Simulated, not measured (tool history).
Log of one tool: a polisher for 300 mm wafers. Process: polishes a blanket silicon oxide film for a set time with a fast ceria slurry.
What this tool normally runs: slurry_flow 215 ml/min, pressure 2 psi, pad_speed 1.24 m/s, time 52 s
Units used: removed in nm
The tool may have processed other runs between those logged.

| run | hour | slurry_flow | pressure | pad_speed | time | incoming thickness of the incoming film, nm | removed |
|---|---|---|---|---|---|---|---|
| 1 | 0 | 215 | 2 | 1.24 | 52 | 2093.1 | 758.4 |
| 2 | 31.1 | 215 | 2 | 1.24 | 52 | 2077.6 | 759.1 |
| 3 | 107.7 | 215 | 2.4 | 1.24 | 52 | 2103.5 | 896.4 |
| 4 | 131.7 | 215 | 2.4 | 1.24 | 52 | 2049.2 | 885.4 |
| 5 | 146.2 | 215 | 2.4 | 1.24 | 52 | 2080.9 | 882.3 |
| 6 | 201.2 | 215 | 2 | 1.24 | 52 | 2128.9 | 706.3 |
| 7 | 219.6 | 215 | 2 | 1.24 | 52 | 2086.4 | 701.7 |
| 8 | 235.4 | 215 | 2 | 1.24 | 52 | 2048 | 709 |
| 9 | 263.8 | 215 | 2 | 1.24 | 52 | 2072.5 | 704.3 |
| 10 | 284.2 | 215 | 2.3 | 1.24 | 52 | 2073 | 804.7 |
| 11 | 310.1 | 215 | 2.3 | 1.24 | 52 | 2068.5 | 800.3 |
| 12 | 346.1 | 215 | 2.3 | 1.24 | 52 | 2105.9 | 784.2 |
| 13 | 377.5 | 215 | 2 | 1.24 | 52 | 2084.3 | 754.1 |
| 14 | 407.1 | 215 | 2 | 1.24 | 52 | 2116.9 | 747.8 |
| 15 | 463.2 | 215 | 2 | 1.24 | 52 | 2076 | 741.1 |
| 16 | 495.9 | 215 | 2 | 1.24 | 52 | 2098.5 | 734.8 |
| 17 | 522.5 | 215 | 2 | 1.24 | 52 | 2107.6 | 749.3 |
| 18 | 542.6 | 215 | 2 | 1.38 | 52 | 2078.5 | 819.4 |
| 19 | 577.4 | 215 | 2 | 1.24 | 58 | 2082.2 | 842.5 |
| 20 | 600.6 | 235 | 2.6 | 1.42 | 52 | 2101.4 | 1133.1 |
| 21 | 628.6 | 215 | 2 | 1.24 | 52 | 2111.8 | 757.5 |
| 22 | 641.1 | 215 | 2 | 1.6 | 52 | 2081.2 | 952.8 |
| 23 | 669.1 | 215 | 2 | 1.24 | 45 | 2093.9 | 654.3 |
| 24 | 699.8 | 215 | 2 | 1.24 | 52 | 2115.2 | 745.8 |
| 25 | 734.2 | 215 | 2 | 1.24 | 52 | 2095.3 | 747.5 |
| 26 | 763.6 | 215 | 2 | 1.24 | 52 | 2115.3 | 736.4 |
| 27 | 779.3 | 280 | 2 | 1.24 | 52 | 2077.3 | 776 |
| 28 | 808.2 | 245 | 2 | 1.24 | 41 | 2104.2 | 599.2 |
| 29 | 825.4 | 215 | 2 | 1.36 | 52 | 2110.9 | 820.6 |
| 30 | 851.6 | 275 | 2 | 0.84 | 70 | 2114.5 | 703 |
| 31 | 882.4 | 215 | 2 | 1.24 | 52 | 2069.2 | 754.9 |
| 32 | 896.2 | 275 | 2 | 0.82 | 37 | 2122.8 | 362.3 |
| 33 | 908.9 | 215 | 1.7 | 1.46 | 36 | 2058 | 520.8 |
| 34 | 924.1 | 215 | 2.7 | 1.24 | 52 | 2096.4 | 989.6 |
| 35 | 1023.5 | 275 | 2 | 1.42 | 38 | 2068.8 | 643.8 |

Removed from this log: 11 entries logged between the listed runs. Between which two listed runs does each belong, and how does the tool's hidden state at the listed run before it compare with that at the listed run after it?
Run 2 -> run 3: worn pad replaced by a new one (hour 79)
  slurry flow missing at the pad, %: 4.69 -> 13.2
  difference, measured minus the result without the unlogged condition, removed: -4 -> -14.4 nm
Run 5 -> run 6: slurry nozzle cleaned (hour 155.3)
  slurry flow missing at the pad, %: 19.2 -> 39.4
  difference, measured minus the result without the unlogged condition, removed: -21.9 -> -46.1 nm
Run 10 -> run 11: worn pad replaced by a new one (hour 303.1)
  slurry flow missing at the pad, %: 44.8 -> 47.5
  difference, measured minus the result without the unlogged condition, removed: -64.4 -> -71 nm
Run 11 -> run 12: head pressure recalibrated (hour 345.6)
  slurry flow missing at the pad, %: 47.5 -> 52.1
  difference, measured minus the result without the unlogged condition, removed: -71 -> -82.3 nm
Run 12 -> run 13: slurry nozzle cleaned, repeated, since the last time left the tool worse (hour 347.2)
  slurry flow missing at the pad, %: 52.1 -> 1.8
  difference, measured minus the result without the unlogged condition, removed: -82.3 -> -1.5 nm
Run 15 -> run 16: worn pad replaced by a new one (hour 495.4)
  slurry flow missing at the pad, %: 6.46 -> 9.68
  difference, measured minus the result without the unlogged condition, removed: -5.5 -> -8.4 nm
Run 18 -> run 19: slurry nozzle cleaned (hour 555.5)
  slurry flow missing at the pad, %: 15.7 -> 2.93
  difference, measured minus the result without the unlogged condition, removed: -15.9 -> -2.7 nm
Run 23 -> run 24: worn pad replaced by a new one (hour 698.5)
  slurry flow missing at the pad, %: 7.55 -> 10.5
  difference, measured minus the result without the unlogged condition, removed: -5.7 -> -9.2 nm
Run 26 -> run 27: slurry nozzle cleaned (hour 770.7)
  slurry flow missing at the pad, %: 18.9 -> 0.722
  difference, measured minus the result without the unlogged condition, removed: -17.9 -> -0.5 nm
Run 33 -> run 34: worn pad replaced by a new one (hour 921.1)
  slurry flow missing at the pad, %: 7.8 -> 9.45
  difference, measured minus the result without the unlogged condition, removed: -4.7 -> -10.9 nm
Run 34 -> run 35: slurry nozzle cleaned (hour 1005.3)
  slurry flow missing at the pad, %: 9.45 -> 3.64
  difference, measured minus the result without the unlogged condition, removed: -10.9 -> -2.1 nm

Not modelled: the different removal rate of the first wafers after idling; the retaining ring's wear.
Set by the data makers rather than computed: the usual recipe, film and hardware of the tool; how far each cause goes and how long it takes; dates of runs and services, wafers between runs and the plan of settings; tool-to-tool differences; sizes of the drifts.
